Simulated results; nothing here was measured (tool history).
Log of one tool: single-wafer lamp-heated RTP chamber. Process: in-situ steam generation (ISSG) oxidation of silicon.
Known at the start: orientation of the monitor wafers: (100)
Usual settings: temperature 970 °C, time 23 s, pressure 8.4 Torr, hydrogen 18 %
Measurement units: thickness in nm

run,hour,temperature,time,pressure,hydrogen,wafers since the last listed run,wafers since the last pyrometer calibration,hours since the pressure gauge was zeroed,hours since the hydrogen flow controller was replaced,hours since the gauge calibration,"read-back reference wafer on the same gauge, thickness",thickness
1,0.0,970,23,8.4,18,0,3142,1988.1,3554.1,2554.4,4.293,4.883
2,37.4,970,23,8.4,18,228,3371,2025.5,3591.5,2591.8,4.293,4.876
3,78.2,970,23,8.4,18,249,3620,2066.3,3632.3,2632.6,4.294,4.883
4,150.5,970,23,8.4,18,441,4062,2138.6,3704.6,2704.9,4.294,4.893
# hour 188.6: hydrogen flow controller replaced
5,241.7,970,23,8.4,18,508,4570,2229.8,53.1,2796.1,4.289,4.835
6,287.5,970,23,8.4,18,279,4850,2275.6,98.9,2841.9,4.288,4.855
7,342.9,970,23,8.4,18,338,5188,2331.0,154.3,2897.3,4.290,4.845
8,443.6,970,23,8.4,18,615,5803,2431.7,255.0,2998.0,4.292,4.879
9,515.6,970,23,8.4,18,439,6243,2503.7,327.0,3070.0,4.293,4.894
# hour 567.5: pyrometer window cleaned and pyrometer calibrated
10,585.6,970,23,8.4,18,378,110,2573.7,397.0,3140.0,4.285,4.826
# hour 704.4: gauge calibrated
11,779.9,970,30,8.4,18,1187,1297,2768.0,591.3,75.5,4.291,5.455
12,857.6,970,15,8.4,18,474,1772,2845.7,669.0,153.2,4.291,4.037
13,928.4,970,23,9.0,18,432,2204,2916.5,739.8,224.0,4.289,4.825
14,975.7,970,23,8.4,18,288,2493,2963.8,787.1,271.3,4.286,4.835
15,1056.2,979,30,7.4,18,491,2985,3044.3,867.6,351.8,4.292,5.682
16,1122.8,956,23,8.4,23,406,3392,3110.9,934.2,418.4,4.289,4.896
17,1214.3,970,23,7.0,11,558,3951,3202.4,1025.7,509.9,4.288,4.341
18,1259.6,970,27,8.4,18,276,4228,3247.7,1071.0,555.2,4.293,5.238
19,1352.3,987,27,8.4,18,566,4794,3340.4,1163.7,647.9,4.289,5.602
# hour 1396.5: pressure gauge zeroed
20,1444.0,990,29,7.1,22,511,5305,47.5,1255.4,739.6,4.290,6.169
21,1506.7,970,17,7.6,18,383,5688,110.2,1318.1,802.3,4.292,4.289
# hour 1586.4: pyrometer window cleaned and pyrometer calibrated
22,1586.9,979,31,9.4,18,441,2,190.4,1398.3,882.5,4.291,5.711
23,1658.6,960,19,8.8,18,438,440,262.1,1470.0,954.2,4.290,4.325
24,1705.9,980,26,8.9,22,288,729,309.4,1517.3,1001.5,4.290,5.537
25,1789.6,960,23,8.4,15,511,1241,393.1,1601.0,1085.2,4.288,4.523
26,1874.3,962,15,9.1,21,517,1758,477.8,1685.7,1169.9,4.290,4.067
27,1941.4,970,23,8.4,18,409,2168,544.9,1752.8,1237.0,4.293,4.855
28,2046.3,970,23,8.4,18,640,2809,649.8,1857.7,1341.9,4.290,4.845
29,2088.0,970,19,9.7,22,254,3064,691.5,1899.4,1383.6,4.291,4.606
30,2157.9,970,23,7.6,18,427,3491,761.4,1969.3,1453.5,4.293,4.879
31,2233.5,990,29,7.1,22,461,3953,837.0,2044.9,1529.1,4.288,6.122
32,2294.2,970,23,8.4,15,370,4323,897.7,2105.6,1589.8,4.291,4.704

3 ways to go on from here, each from the tool as it stands after run 32. What would each give?
A,2294.6,970,23,8.4,18,2,4326,898.1,2106.0,1590.2,?,?
B,2294.6,970,29,8.4,18,2,4326,898.1,2106.0,1590.2,?,?
C,2294.6,960,23,8.4,18,2,4326,898.1,2106.0,1590.2,?,?

run,"read-back reference wafer on the same gauge, thickness",thickness
A,4.288,4.868
B,4.288,5.414
C,4.288,4.703
What these runs would have given with no unlogged condition in the tool:
run,thickness
A,4.797
B,5.335
C,4.636
